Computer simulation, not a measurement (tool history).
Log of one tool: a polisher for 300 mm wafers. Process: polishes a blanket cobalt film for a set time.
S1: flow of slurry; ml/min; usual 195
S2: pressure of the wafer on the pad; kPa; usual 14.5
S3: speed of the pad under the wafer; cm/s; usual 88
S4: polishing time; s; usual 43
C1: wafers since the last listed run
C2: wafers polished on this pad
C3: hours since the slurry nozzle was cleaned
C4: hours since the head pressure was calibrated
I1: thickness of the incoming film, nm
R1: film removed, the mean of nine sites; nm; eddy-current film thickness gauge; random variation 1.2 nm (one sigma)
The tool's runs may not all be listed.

run   hour   S1    S2   S3  S4   C1    C2     C3      C4      I1     R1
  1    0.0  195  14.5   88  43    0   117  260.7  1274.7  1465.6  229.2
  2   16.7  195  14.5   88  43  212   329  277.4  1291.4  1504.9  226.2
  3   28.7  195  14.5   66  43  152   482  289.4  1303.4  1493.5  168.4
  4   45.4  195  14.5   66  43  212   694  306.1  1320.1  1511.1  166.6
  5   51.8  240  17.2   88  43   81   775  312.5  1326.5  1512.8  268.9
  6   69.6  195  14.5   88  43  226  1002  330.3  1344.3  1489.1  218.1
      81.5  -- slurry nozzle cleaned
      92.9  -- worn pad replaced by a new one
  7   94.9  195  14.5   88  43  258    25   13.4  1369.6  1501.8  233.3
  8  109.6  195  14.5  106  43  186   212   28.1  1384.3  1483.0  277.6
  9  116.3  195  14.5   88  43   85   297   34.8  1391.0  1506.3  227.0
 10  127.8  195  14.5   88  43  146   443   46.3  1402.5  1516.3  226.2
 11  142.6  195  14.5   76  54  188   632   61.1  1417.3  1505.3  240.9
 12  154.2  195  15.9  108  29  147   779   72.7  1428.9  1477.6  201.0
 13  161.8  195  14.5   88  43   96   876   80.3  1436.5  1478.3  218.9
     172.3  -- worn pad replaced by a new one
 14  173.8  195  12.4  116  43  101    19   92.3  1448.5  1495.5  263.1
 15  185.4  195  14.5   88  43  147   166  103.9  1460.1  1504.4  229.0
     197.7  -- head pressure recalibrated
 16  202.0  195  17.9   88  43  185   352  120.5     4.3  1473.2  244.0
 17  216.2  265  11.7  112  58  180   532  134.7    18.5  1499.3  280.6
 18  232.0  255  12.4  112  54  200   733  150.5    34.3  1493.9  274.0
 19  245.7  240  16.5  108  38  174   907  164.2    48.0  1512.1  243.9
 20  255.5  165   9.7   88  43  124  1032  174.0    57.8  1511.0  126.2

The same runs without the tool's hidden state, with the same run-to-run variation:
The hidden state here: removal rate lost through wear of the pad, %; slurry flow missing at the pad, %; deviation of the head's pressure from its setpoint, %.
run     R1
  1  204.9
  2  204.7
  3  153.7
  4  154.0
  5  249.7
  6  205.3
  7  206.9
  8  248.8
  9  204.4
 10  205.4
 11  221.1
 12  186.1
 13  203.8
 14  231.2
 15  202.9
 16  251.4
 17  292.1
 18  288.5
 19  259.4
 20  135.3

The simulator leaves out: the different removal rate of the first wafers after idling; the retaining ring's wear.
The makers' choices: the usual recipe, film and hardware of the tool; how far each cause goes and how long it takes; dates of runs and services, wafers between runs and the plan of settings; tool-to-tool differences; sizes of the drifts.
